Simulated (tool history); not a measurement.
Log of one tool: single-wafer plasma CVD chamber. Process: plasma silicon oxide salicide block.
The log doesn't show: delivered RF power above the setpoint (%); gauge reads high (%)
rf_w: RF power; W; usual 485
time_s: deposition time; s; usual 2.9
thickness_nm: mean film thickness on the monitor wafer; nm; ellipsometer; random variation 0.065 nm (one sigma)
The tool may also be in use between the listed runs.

| run | day | rf_w | time_s | wafers since the last listed run | hours since the last RF generator calibration | hours since the showerhead was replaced | hours since the gauge calibration | read-back reference wafer on the same gauge, thickness_nm | thickness_nm |
|---|---|---|---|---|---|---|---|---|---|
| 1 | 0 | 485 | 2.9 | 0 | 667.4 | 4659.8 | 352.1 | 29.681 | 24.949 |
| 2 | 0.362 | 485 | 2.9 | 157 | 676.1 | 4668.5 | 360.8 | 29.701 | 25.063 |
| 3 | 0.912 | 485 | 2.9 | 238 | 689.3 | 4681.7 | 374 | 29.705 | 24.915 |
| 4 | 1.425 | 485 | 2.9 | 222 | 701.6 | 4694 | 386.3 | 29.687 | 24.975 |
| 5 | 2.108 | 485 | 2.9 | 296 | 718 | 4710.4 | 402.7 | 29.693 | 24.784 |
| 6 | 3.004 | 485 | 2.9 | 389 | 739.5 | 4731.9 | 424.2 | 29.714 | 24.821 |
| 7 | 3.262 | 525 | 3.05 | 112 | 745.7 | 4738.1 | 430.4 | 29.694 | 27.061 |
| 8 | 3.967 | 525 | 3.05 | 305 | 762.6 | 4755 | 447.3 | 29.693 | 27.078 |
| 9 | 4.321 | 535 | 2.58 | 153 | 771.1 | 4763.5 | 455.8 | 29.69 | 23.084 |
| 10 | 4.921 | 485 | 3.29 | 260 | 785.5 | 4777.9 | 470.2 | 29.711 | 28.108 |
| 11 | 5.496 | 485 | 3.29 | 249 | 799.3 | 4791.7 | 484 | 29.719 | 28.18 |
| 12 | 5.883 | 485 | 2.9 | 168 | 808.6 | 4801 | 493.3 | 29.678 | 24.659 |
| 13 | 6.188 | 485 | 2.9 | 132 | 815.9 | 4808.3 | 500.6 | 29.696 | 24.805 |
| 14 | 6.842 | 485 | 2.9 | 284 | 831.6 | 4824 | 516.3 | 29.695 | 24.717 |
|  | 7.033 | gauge calibrated |
| 15 | 7.288 | 485 | 2.9 | 193 | 842.3 | 4834.7 | 6.1 | 29.698 | 24.781 |
| 16 | 7.758 | 520 | 2.9 | 204 | 853.6 | 4846 | 17.4 | 29.686 | 25.416 |
|  | 8.117 | showerhead replaced, of another model than before |
| 17 | 8.138 | 520 | 2.9 | 19 | 862.7 | 0.5 | 26.5 | 29.704 | 25.379 |
| 18 | 8.367 | 445 | 2.9 | 99 | 868.2 | 6 | 32 | 29.697 | 23.228 |
| 19 | 8.888 | 410 | 2.9 | 226 | 880.7 | 18.5 | 44.5 | 29.677 | 21.849 |
| 20 | 9.446 | 410 | 2.9 | 242 | 894.1 | 31.9 | 57.9 | 29.697 | 21.745 |
| 21 | 9.867 | 410 | 2.9 | 182 | 904.2 | 42 | 68 | 29.683 | 21.785 |
| 22 | 10.288 | 540 | 3.25 | 182 | 914.3 | 52.1 | 78.1 | 29.705 | 28.975 |
|  | 11.267 | RF generator calibrated |
| 23 | 11.288 | 570 | 2.9 | 289 | 0.5 | 76.1 | 102.1 | 29.71 | 27.878 |
| 24 | 11.3 | 485 | 2.9 | 5 | 0.8 | 76.4 | 102.4 | 29.667 | 25.48 |
| 25 | 11.862 | 485 | 2.9 | 244 | 14.3 | 89.9 | 115.9 | 29.709 | 25.508 |
| 26 | 12.254 | 485 | 3.2 | 170 | 23.7 | 99.3 | 125.3 | 29.707 | 28.04 |
| 27 | 12.554 | 485 | 2.72 | 130 | 30.9 | 106.5 | 132.5 | 29.712 | 23.872 |
| 28 | 13.079 | 485 | 2.51 | 227 | 43.5 | 119.1 | 145.1 | 29.715 | 22.024 |
| 29 | 13.496 | 485 | 3.36 | 180 | 53.5 | 129.1 | 155.1 | 29.69 | 29.377 |
| 30 | 13.767 | 485 | 2.9 | 117 | 60 | 135.6 | 161.6 | 29.697 | 25.227 |
| 31 | 14.467 | 485 | 2.9 | 303 | 76.8 | 152.4 | 178.4 | 29.683 | 25.296 |
| 32 | 15.125 | 485 | 2.9 | 285 | 92.6 | 168.2 | 194.2 | 29.72 | 25.349 |
| 33 | 15.546 | 455 | 2.54 | 182 | 102.7 | 178.3 | 204.3 | 29.709 | 21.328 |
| 34 | 16.271 | 580 | 2.53 | 314 | 120.1 | 195.7 | 221.7 | 29.677 | 24.358 |
| 35 | 16.525 | 420 | 2.64 | 110 | 126.2 | 201.8 | 227.8 | 29.712 | 20.934 |
| 36 | 16.883 | 485 | 2.9 | 155 | 134.8 | 210.4 | 236.4 | 29.703 | 25.255 |
| 37 | 17.183 | 550 | 2.42 | 130 | 142 | 217.6 | 243.6 | 29.702 | 22.651 |
| 38 | 17.721 | 485 | 2.9 | 233 | 154.9 | 230.5 | 256.5 | 29.703 | 25.263 |
| 39 | 18.196 | 440 | 2.9 | 206 | 166.3 | 241.9 | 267.9 | 29.715 | 23.694 |
| 40 | 18.517 | 485 | 2.9 | 139 | 174 | 249.6 | 275.6 | 29.712 | 25.255 |
| 41 | 19.183 | 550 | 2.9 | 289 | 190 | 265.6 | 291.6 | 29.695 | 26.894 |
| 42 | 19.888 | 485 | 2.9 | 305 | 206.9 | 282.5 | 308.5 | 29.723 | 25.126 |
| 43 | 20.383 | 425 | 2.44 | 215 | 218.8 | 294.4 | 320.4 | 29.698 | 19.299 |

5 ways to go on from here, each from the tool as it stands after run 43. What would each give?
| A | 20.4 | 485 | 2.9 | 7 | 219.2 | 294.8 | 320.8 | ? | ? |
| B | 20.4 | 415 | 3.44 | 7 | 219.2 | 294.8 | 320.8 | ? | ? |
| C | 20.4 | 430 | 2.9 | 7 | 219.2 | 294.8 | 320.8 | ? | ? |
| D | 20.4 | 535 | 2.49 | 7 | 219.2 | 294.8 | 320.8 | ? | ? |
| E | 20.4 | 400 | 3.29 | 7 | 219.2 | 294.8 | 320.8 | ? | ? |

| run | read-back reference wafer on the same gauge, thickness_nm | thickness_nm |
|---|---|---|
| A | 29.716 | 25.124 |
| B | 29.716 | 26.88 |
| C | 29.716 | 23.241 |
| D | 29.716 | 22.829 |
| E | 29.716 | 25.008 |
Without the tool's hidden state the same runs would have given:
| run | thickness_nm |
|---|---|
| A | 25.629 |
| B | 27.421 |
| C | 23.709 |
| D | 23.289 |
| E | 25.511 |
